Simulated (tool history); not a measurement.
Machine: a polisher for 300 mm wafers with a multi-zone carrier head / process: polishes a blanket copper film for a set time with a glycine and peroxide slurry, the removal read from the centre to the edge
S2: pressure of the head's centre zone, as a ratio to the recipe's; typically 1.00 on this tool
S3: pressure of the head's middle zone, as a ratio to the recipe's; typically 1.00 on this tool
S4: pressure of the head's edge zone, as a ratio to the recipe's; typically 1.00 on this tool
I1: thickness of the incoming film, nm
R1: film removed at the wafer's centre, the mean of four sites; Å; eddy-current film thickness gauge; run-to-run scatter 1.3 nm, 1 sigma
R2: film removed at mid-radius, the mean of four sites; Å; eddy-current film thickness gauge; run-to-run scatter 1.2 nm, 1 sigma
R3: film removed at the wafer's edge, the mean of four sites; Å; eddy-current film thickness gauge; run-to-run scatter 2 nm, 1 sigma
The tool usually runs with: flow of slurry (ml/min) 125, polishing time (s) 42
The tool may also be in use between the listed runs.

run 1 hour=0.0 | flow_of_slurry_(ml/min)=125 S2=1.00 S3=1.00 S4=1.00 polishing_time_(s)=42 | I1=1684.5 | R1=1880 R2=1884 R3=1835
run 2 hour=34.3 | flow_of_slurry_(ml/min)=85 S2=1.00 S3=1.00 S4=1.00 polishing_time_(s)=42 | I1=1646.3 | R1=1709 R2=1705 R3=1686
-- hour=78.6 edge zone pressure recalibrated
run 3 hour=82.8 | flow_of_slurry_(ml/min)=125 S2=1.00 S3=1.00 S4=1.00 polishing_time_(s)=42 | I1=1661.7 | R1=1853 R2=1823 R3=1781
-- hour=147.5 worn pad replaced by a new one
run 4 hour=154.4 | flow_of_slurry_(ml/min)=150 S2=1.09 S3=1.00 S4=1.00 polishing_time_(s)=42 | I1=1672.0 | R1=2220 R2=2025 R3=1924
run 5 hour=212.6 | flow_of_slurry_(ml/min)=145 S2=1.00 S3=1.00 S4=1.00 polishing_time_(s)=51 | I1=1636.7 | R1=2446 R2=2447 R3=2347
-- hour=229.9 carrier head's membrane replaced by a new one
run 6 hour=249.9 | flow_of_slurry_(ml/min)=125 S2=1.12 S3=1.00 S4=1.00 polishing_time_(s)=42 | I1=1646.9 | R1=2191 R2=1959 R3=1887
-- hour=267.8 centre zone pressure recalibrated
run 7 hour=287.3 | flow_of_slurry_(ml/min)=125 S2=1.09 S3=1.00 S4=1.00 polishing_time_(s)=54 | I1=1660.1 | R1=2744 R2=2469 R3=2441
run 8 hour=325.3 | flow_of_slurry_(ml/min)=125 S2=1.12 S3=1.00 S4=0.97 polishing_time_(s)=42 | I1=1657.8 | R1=2180 R2=1939 R3=1866
run 9 hour=349.9 | flow_of_slurry_(ml/min)=125 S2=1.00 S3=1.09 S4=1.00 polishing_time_(s)=35 | I1=1660.7 | R1=1619 R2=1714 R3=1555
-- hour=418.1 slurry nozzle cleaned
run 10 hour=419.9 | flow_of_slurry_(ml/min)=125 S2=1.00 S3=1.00 S4=1.11 polishing_time_(s)=42 | I1=1690.6 | R1=1879 R2=1888 R3=1906
run 11 hour=484.5 | flow_of_slurry_(ml/min)=90 S2=1.00 S3=1.11 S4=1.00 polishing_time_(s)=42 | I1=1631.1 | R1=1701 R2=1884 R3=1701
run 12 hour=515.3 | flow_of_slurry_(ml/min)=125 S2=1.00 S3=1.00 S4=0.95 polishing_time_(s)=33 | I1=1655.0 | R1=1438 R2=1449 R3=1365
run 13 hour=542.9 | flow_of_slurry_(ml/min)=125 S2=0.89 S3=1.06 S4=1.00 polishing_time_(s)=29 | I1=1644.6 | R1=1119 R2=1326 R3=1213
-- hour=563.0 worn pad replaced by a new one
-- hour=569.5 edge zone pressure recalibrated
run 14 hour=596.9 | flow_of_slurry_(ml/min)=125 S2=1.00 S3=1.00 S4=1.06 polishing_time_(s)=42 | I1=1632.4 | R1=1948 R2=1958 R3=1959
run 15 hour=649.0 | flow_of_slurry_(ml/min)=125 S2=1.00 S3=0.91 S4=1.00 polishing_time_(s)=42 | I1=1662.3 | R1=1967 R2=1825 R3=1911
run 16 hour=706.1 | flow_of_slurry_(ml/min)=85 S2=0.92 S3=1.00 S4=0.89 polishing_time_(s)=54 | I1=1663.0 | R1=2083 R2=2307 R3=2178
run 17 hour=749.2 | flow_of_slurry_(ml/min)=125 S2=1.00 S3=1.08 S4=1.00 polishing_time_(s)=49 | I1=1637.6 | R1=2247 R2=2405 R3=2228
run 18 hour=819.2 | flow_of_slurry_(ml/min)=125 S2=1.00 S3=1.03 S4=0.88 polishing_time_(s)=42 | I1=1663.3 | R1=1915 R2=1955 R3=1767
run 19 hour=882.0 | flow_of_slurry_(ml/min)=125 S2=1.12 S3=1.00 S4=1.00 polishing_time_(s)=42 | I1=1660.2 | R1=2094 R2=1891 R3=1809
run 20 hour=925.6 | flow_of_slurry_(ml/min)=160 S2=1.00 S3=1.00 S4=1.00 polishing_time_(s)=42 | I1=1634.1 | R1=1933 R2=1929 R3=1873
run 21 hour=956.8 | flow_of_slurry_(ml/min)=125 S2=1.00 S3=1.00 S4=1.00 polishing_time_(s)=42 | I1=1670.3 | R1=1824 R2=1839 R3=1796

Consider 5 possible next runs. They are alternatives, not a sequence: every one starts from the tool as it was left by run 21. What does each give?
run A hour=957.2 | flow_of_slurry_(ml/min)=125 S2=1.00 S3=1.00 S4=1.00 polishing_time_(s)=42 | I1=1642.4 | R1=? R2=? R3=?
run B hour=957.2 | flow_of_slurry_(ml/min)=125 S2=0.92 S3=1.00 S4=1.00 polishing_time_(s)=47 | I1=1642.4 | R1=? R2=? R3=?
run C hour=957.2 | flow_of_slurry_(ml/min)=125 S2=1.00 S3=1.08 S4=1.00 polishing_time_(s)=42 | I1=1642.4 | R1=? R2=? R3=?
run D hour=957.2 | flow_of_slurry_(ml/min)=125 S2=1.07 S3=1.08 S4=1.06 polishing_time_(s)=33 | I1=1642.4 | R1=? R2=? R3=?
run E hour=957.2 | flow_of_slurry_(ml/min)=125 S2=1.00 S3=1.11 S4=1.00 polishing_time_(s)=42 | I1=1642.4 | R1=? R2=? R3=?

run=A R1=1806 R2=1829 R3=1768
run=B R1=1858 R2=2048 R3=1979
run=C R1=1807 R2=1938 R3=1767
run=D R1=1520 R2=1522 R3=1425
run=E R1=1807 R2=1979 R3=1766
Without the tool's hidden state the same runs would have given:
run=A R1=1936 R2=1961 R3=1896
run=B R1=1992 R2=2195 R3=2121
run=C R1=1937 R2=2077 R3=1894
run=D R1=1629 R2=1631 R3=1527
run=E R1=1937 R2=2121 R3=1893
